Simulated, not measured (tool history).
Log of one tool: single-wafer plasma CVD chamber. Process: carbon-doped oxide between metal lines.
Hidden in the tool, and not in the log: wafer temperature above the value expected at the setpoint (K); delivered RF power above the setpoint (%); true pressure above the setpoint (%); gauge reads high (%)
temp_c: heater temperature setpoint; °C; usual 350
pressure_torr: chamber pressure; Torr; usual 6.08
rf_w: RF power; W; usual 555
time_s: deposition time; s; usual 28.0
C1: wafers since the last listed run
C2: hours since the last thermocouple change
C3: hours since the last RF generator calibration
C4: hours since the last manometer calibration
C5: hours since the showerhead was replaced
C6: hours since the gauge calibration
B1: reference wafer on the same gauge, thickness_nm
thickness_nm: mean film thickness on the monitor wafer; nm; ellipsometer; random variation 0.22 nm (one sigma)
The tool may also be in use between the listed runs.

run 1 hour=0.0 | temp_c=350 pressure_torr=6.08 rf_w=555 time_s=28.0 | C1=0 C2=1569.3 C3=1072.1 C4=980.6 C5=0.5 C6=352.8 | B1=126.979 | thickness_nm=140.827
run 2 hour=10.2 | temp_c=350 pressure_torr=6.08 rf_w=555 time_s=28.0 | C1=248 C2=1579.5 C3=1082.3 C4=990.8 C5=10.7 C6=363.0 | B1=126.994 | thickness_nm=140.228
run 3 hour=23.2 | temp_c=350 pressure_torr=6.08 rf_w=555 time_s=23.9 | C1=317 C2=1592.5 C3=1095.3 C4=1003.8 C5=23.7 C6=376.0 | B1=127.021 | thickness_nm=119.917
run 4 hour=33.9 | temp_c=350 pressure_torr=6.08 rf_w=555 time_s=23.9 | C1=261 C2=1603.2 C3=1106.0 C4=1014.5 C5=34.4 C6=386.7 | B1=126.914 | thickness_nm=119.949
run 5 hour=44.9 | temp_c=350 pressure_torr=6.08 rf_w=555 time_s=23.9 | C1=268 C2=1614.2 C3=1117.0 C4=1025.5 C5=45.4 C6=397.7 | B1=127.044 | thickness_nm=119.721
run 6 hour=59.9 | temp_c=350 pressure_torr=6.08 rf_w=555 time_s=28.0 | C1=366 C2=1629.2 C3=1132.0 C4=1040.5 C5=60.4 C6=412.7 | B1=126.956 | thickness_nm=139.630
-- hour=73.4 RF generator calibrated
run 7 hour=75.3 | temp_c=350 pressure_torr=6.08 rf_w=555 time_s=28.0 | C1=180 C2=1644.6 C3=1.9 C4=1055.9 C5=75.8 C6=428.1 | B1=126.954 | thickness_nm=146.280
run 8 hour=90.5 | temp_c=347 pressure_torr=6.40 rf_w=555 time_s=28.0 | C1=371 C2=1659.8 C3=17.1 C4=1071.1 C5=91.0 C6=443.3 | B1=126.969 | thickness_nm=147.811
-- hour=105.8 thermocouple changed; heater temperature recalibrated
run 9 hour=106.3 | temp_c=347 pressure_torr=6.40 rf_w=555 time_s=28.0 | C1=190 C2=0.5 C3=32.9 C4=1086.9 C5=106.8 C6=459.1 | B1=127.021 | thickness_nm=150.690
run 10 hour=122.8 | temp_c=360 pressure_torr=5.57 rf_w=455 time_s=32.9 | C1=402 C2=17.0 C3=49.4 C4=1103.4 C5=123.3 C6=475.6 | B1=127.024 | thickness_nm=142.608
-- hour=133.8 capacitance manometer re-zeroed and calibrated
run 11 hour=134.3 | temp_c=350 pressure_torr=6.08 rf_w=520 time_s=24.4 | C1=85 C2=28.5 C3=60.9 C4=0.5 C5=134.8 C6=487.1 | B1=127.009 | thickness_nm=123.837
-- hour=135.0 gauge calibrated
run 12 hour=142.1 | temp_c=356 pressure_torr=7.30 rf_w=660 time_s=33.2 | C1=190 C2=36.3 C3=68.7 C4=8.3 C5=142.6 C6=7.1 | B1=127.079 | thickness_nm=199.892
run 13 hour=154.6 | temp_c=350 pressure_torr=6.08 rf_w=650 time_s=28.0 | C1=305 C2=48.8 C3=81.2 C4=20.8 C5=155.1 C6=19.6 | B1=127.070 | thickness_nm=167.771
run 14 hour=162.0 | temp_c=350 pressure_torr=6.08 rf_w=555 time_s=24.2 | C1=180 C2=56.2 C3=88.6 C4=28.2 C5=162.5 C6=27.0 | B1=127.047 | thickness_nm=128.976
run 15 hour=171.4 | temp_c=362 pressure_torr=7.03 rf_w=555 time_s=28.0 | C1=229 C2=65.6 C3=98.0 C4=37.6 C5=171.9 C6=36.4 | B1=127.015 | thickness_nm=145.688
run 16 hour=184.2 | temp_c=336 pressure_torr=5.21 rf_w=520 time_s=28.0 | C1=312 C2=78.4 C3=110.8 C4=50.4 C5=184.7 C6=49.2 | B1=126.991 | thickness_nm=144.994
run 17 hour=199.4 | temp_c=341 pressure_torr=6.08 rf_w=555 time_s=23.5 | C1=371 C2=93.6 C3=126.0 C4=65.6 C5=199.9 C6=64.4 | B1=127.044 | thickness_nm=128.197
run 18 hour=229.9 | temp_c=350 pressure_torr=6.08 rf_w=450 time_s=24.6 | C1=744 C2=124.1 C3=156.5 C4=96.1 C5=230.4 C6=94.9 | B1=126.937 | thickness_nm=109.306
run 19 hour=241.7 | temp_c=350 pressure_torr=5.04 rf_w=520 time_s=30.0 | C1=288 C2=135.9 C3=168.3 C4=107.9 C5=242.2 C6=106.7 | B1=126.952 | thickness_nm=148.197
run 20 hour=257.1 | temp_c=350 pressure_torr=6.08 rf_w=555 time_s=28.0 | C1=375 C2=151.3 C3=183.7 C4=123.3 C5=257.6 C6=122.1 | B1=127.027 | thickness_nm=147.911
run 21 hour=295.1 | temp_c=350 pressure_torr=6.08 rf_w=555 time_s=28.0 | C1=927 C2=189.3 C3=221.7 C4=161.3 C5=295.6 C6=160.1 | B1=127.082 | thickness_nm=148.178
run 22 hour=309.6 | temp_c=350 pressure_torr=5.37 rf_w=555 time_s=30.8 | C1=353 C2=203.8 C3=236.2 C4=175.8 C5=310.1 C6=174.6 | B1=127.044 | thickness_nm=161.488
run 23 hour=318.5 | temp_c=363 pressure_torr=5.65 rf_w=555 time_s=28.0 | C1=217 C2=212.7 C3=245.1 C4=184.7 C5=319.0 C6=183.5 | B1=126.997 | thickness_nm=143.007
run 24 hour=326.4 | temp_c=350 pressure_torr=6.08 rf_w=495 time_s=28.0 | C1=192 C2=220.6 C3=253.0 C4=192.6 C5=326.9 C6=191.4 | B1=126.986 | thickness_nm=135.062
run 25 hour=333.2 | temp_c=350 pressure_torr=6.08 rf_w=555 time_s=30.7 | C1=165 C2=227.4 C3=259.8 C4=199.4 C5=333.7 C6=198.2 | B1=127.001 | thickness_nm=162.678
run 26 hour=340.8 | temp_c=350 pressure_torr=6.08 rf_w=555 time_s=28.0 | C1=185 C2=235.0 C3=267.4 C4=207.0 C5=341.3 C6=205.8 | B1=126.989 | thickness_nm=148.264
run 27 hour=348.6 | temp_c=343 pressure_torr=6.08 rf_w=525 time_s=28.0 | C1=190 C2=242.8 C3=275.2 C4=214.8 C5=349.1 C6=213.6 | B1=127.037 | thickness_nm=144.426
run 28 hour=388.2 | temp_c=362 pressure_torr=6.08 rf_w=665 time_s=31.0 | C1=966 C2=282.4 C3=314.8 C4=254.4 C5=388.7 C6=253.2 | B1=127.022 | thickness_nm=182.419
run 29 hour=394.9 | temp_c=350 pressure_torr=6.08 rf_w=555 time_s=28.0 | C1=163 C2=289.1 C3=321.5 C4=261.1 C5=395.4 C6=259.9 | B1=127.051 | thickness_nm=147.792

What the log doesn't show, run by run:
true pressure above the setpoint (%): 0 in every run
gauge reads high (%): 0 in every run
H1: wafer temperature above the value expected at the setpoint (K)
H2: delivered RF power above the setpoint (%)
run=1 H1=6.32 H2=-5.21
run=2 H1=6.35 H2=-5.3
run=3 H1=6.4 H2=-5.41
run=4 H1=6.44 H2=-5.5
run=5 H1=6.48 H2=-5.6
run=6 H1=6.53 H2=-5.73
run=7 H1=6.59 H2=-0.127
run=8 H1=6.64 H2=-0.129
run=9 H1=-0.34 H2=-0.132
run=10 H1=-0.281 H2=-0.137
run=11 H1=-0.24 H2=-0.142
run=12 H1=-0.212 H2=-0.146
run=13 H1=-0.167 H2=-0.154
run=14 H1=-0.14 H2=-0.159
run=15 H1=-0.106 H2=-0.166
run=16 H1=-0.0604 H2=-0.176
run=17 H1=-0.00583 H2=-0.191
run=18 H1=0.104 H2=-0.225
run=19 H1=0.146 H2=-0.24
run=20 H1=0.201 H2=-0.262
run=21 H1=0.338 H2=-0.323
run=22 H1=0.39 H2=-0.349
run=23 H1=0.422 H2=-0.367
run=24 H1=0.45 H2=-0.382
run=25 H1=0.475 H2=-0.396
run=26 H1=0.502 H2=-0.412
run=27 H1=0.53 H2=-0.429
run=28 H1=0.672 H2=-0.522
run=29 H1=0.696 H2=-0.539

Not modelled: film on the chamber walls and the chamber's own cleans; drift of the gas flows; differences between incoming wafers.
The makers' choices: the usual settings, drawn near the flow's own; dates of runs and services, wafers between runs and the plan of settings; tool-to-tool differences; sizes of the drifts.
